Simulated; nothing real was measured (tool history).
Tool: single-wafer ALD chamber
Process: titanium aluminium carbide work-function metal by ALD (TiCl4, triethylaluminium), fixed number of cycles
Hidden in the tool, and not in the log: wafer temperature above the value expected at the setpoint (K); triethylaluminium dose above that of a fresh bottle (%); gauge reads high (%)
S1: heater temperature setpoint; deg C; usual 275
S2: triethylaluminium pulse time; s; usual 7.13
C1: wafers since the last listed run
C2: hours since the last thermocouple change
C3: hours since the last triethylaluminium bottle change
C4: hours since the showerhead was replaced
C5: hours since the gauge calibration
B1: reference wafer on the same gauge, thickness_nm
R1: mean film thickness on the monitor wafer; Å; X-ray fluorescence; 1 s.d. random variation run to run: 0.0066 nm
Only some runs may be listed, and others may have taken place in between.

{"run": 1, "hour": 0.0, "S1": 275, "S2": 7.13, "C1": 0, "C2": 1614.2, "C3": 1447.5, "C4": 8031.0, "C5": 427.4, "B1": 1.751, "R1": 17.85}
{"run": 2, "hour": 56.4, "S1": 275, "S2": 7.13, "C1": 599, "C2": 1670.6, "C3": 1503.9, "C4": 8087.4, "C5": 483.8, "B1": 1.748, "R1": 17.75}
{"hour": 97.4, "done": "gauge calibrated"}
{"run": 3, "hour": 107.9, "S1": 275, "S2": 7.13, "C1": 547, "C2": 1722.1, "C3": 1555.4, "C4": 8138.9, "C5": 10.5, "B1": 1.749, "R1": 17.76}
{"run": 4, "hour": 146.0, "S1": 275, "S2": 8.78, "C1": 404, "C2": 1760.2, "C3": 1593.5, "C4": 8177.0, "C5": 48.6, "B1": 1.751, "R1": 18.58}
{"run": 5, "hour": 181.4, "S1": 275, "S2": 8.78, "C1": 376, "C2": 1795.6, "C3": 1628.9, "C4": 8212.4, "C5": 84.0, "B1": 1.75, "R1": 18.64}
{"run": 6, "hour": 253.3, "S1": 264, "S2": 8.4, "C1": 764, "C2": 1867.5, "C3": 1700.8, "C4": 8284.3, "C5": 155.9, "B1": 1.748, "R1": 17.36}
{"run": 7, "hour": 287.3, "S1": 264, "S2": 8.4, "C1": 361, "C2": 1901.5, "C3": 1734.8, "C4": 8318.3, "C5": 189.9, "B1": 1.752, "R1": 17.44}
{"run": 8, "hour": 325.8, "S1": 264, "S2": 8.4, "C1": 409, "C2": 1940.0, "C3": 1773.3, "C4": 8356.8, "C5": 228.4, "B1": 1.75, "R1": 17.46}
{"run": 9, "hour": 352.9, "S1": 275, "S2": 7.13, "C1": 288, "C2": 1967.1, "C3": 1800.4, "C4": 8383.9, "C5": 255.5, "B1": 1.75, "R1": 17.84}
{"run": 10, "hour": 415.9, "S1": 275, "S2": 7.13, "C1": 669, "C2": 2030.1, "C3": 1863.4, "C4": 8446.9, "C5": 318.5, "B1": 1.751, "R1": 17.77}
{"hour": 541.8, "done": "showerhead replaced"}
{"run": 11, "hour": 573.8, "S1": 285, "S2": 9.63, "C1": 1593, "C2": 2188.0, "C3": 2021.3, "C4": 32.0, "C5": 476.4, "B1": 1.749, "R1": 19.93}
{"hour": 588.7, "done": "triethylaluminium bottle replaced"}
{"hour": 597.4, "done": "thermocouple changed; heater temperature recalibrated"}
{"run": 12, "hour": 605.4, "S1": 275, "S2": 7.13, "C1": 165, "C2": 8.0, "C3": 16.7, "C4": 63.6, "C5": 508.0, "B1": 1.75, "R1": 18.42}
{"run": 13, "hour": 641.7, "S1": 285, "S2": 9.63, "C1": 385, "C2": 44.3, "C3": 53.0, "C4": 99.9, "C5": 544.3, "B1": 1.751, "R1": 20.44}
{"hour": 680.9, "done": "gauge calibrated"}
{"run": 14, "hour": 708.0, "S1": 284, "S2": 8.76, "C1": 704, "C2": 110.6, "C3": 119.3, "C4": 166.2, "C5": 27.1, "B1": 1.749, "R1": 19.91}
{"run": 15, "hour": 766.2, "S1": 271, "S2": 8.15, "C1": 618, "C2": 168.8, "C3": 177.5, "C4": 224.4, "C5": 85.3, "B1": 1.75, "R1": 18.53}
{"run": 16, "hour": 833.8, "S1": 262, "S2": 9.75, "C1": 718, "C2": 236.4, "C3": 245.1, "C4": 292.0, "C5": 152.9, "B1": 1.75, "R1": 18.02}
{"run": 17, "hour": 888.8, "S1": 264, "S2": 4.76, "C1": 584, "C2": 291.4, "C3": 300.1, "C4": 347.0, "C5": 207.9, "B1": 1.75, "R1": 14.41}
{"run": 18, "hour": 914.4, "S1": 262, "S2": 6.22, "C1": 272, "C2": 317.0, "C3": 325.7, "C4": 372.6, "C5": 233.5, "B1": 1.749, "R1": 16.23}
{"run": 19, "hour": 938.8, "S1": 279, "S2": 7.13, "C1": 259, "C2": 341.4, "C3": 350.1, "C4": 397.0, "C5": 257.9, "B1": 1.754, "R1": 18.44}
{"run": 20, "hour": 986.5, "S1": 280, "S2": 4.91, "C1": 507, "C2": 389.1, "C3": 397.8, "C4": 444.7, "C5": 305.6, "B1": 1.748, "R1": 15.98}

Alternative continuations, all from the tool just after run 20; predict every row:
{"run": "A", "hour": 986.9, "S1": 275, "S2": 7.13, "C1": 4, "C2": 389.5, "C3": 398.2, "C4": 445.1, "C5": 306.0, "B1": "?", "R1": "?"}
{"run": "B", "hour": 986.9, "S1": 279, "S2": 8.47, "C1": 4, "C2": 389.5, "C3": 398.2, "C4": 445.1, "C5": 306.0, "B1": "?", "R1": "?"}
{"run": "C", "hour": 986.9, "S1": 275, "S2": 5.91, "C1": 4, "C2": 389.5, "C3": 398.2, "C4": 445.1, "C5": 306.0, "B1": "?", "R1": "?"}
{"run": "D", "hour": 986.9, "S1": 263, "S2": 7.13, "C1": 4, "C2": 389.5, "C3": 398.2, "C4": 445.1, "C5": 306.0, "B1": "?", "R1": "?"}

run=A B1=1.748 R1=18.23
run=B B1=1.748 R1=19.37
run=C B1=1.748 R1=17.08
run=D B1=1.748 R1=17.06
Without the tool's unlogged condition, the same runs would have read:
run=A R1=18.50
run=B R1=19.66
run=C R1=17.34
run=D R1=17.32
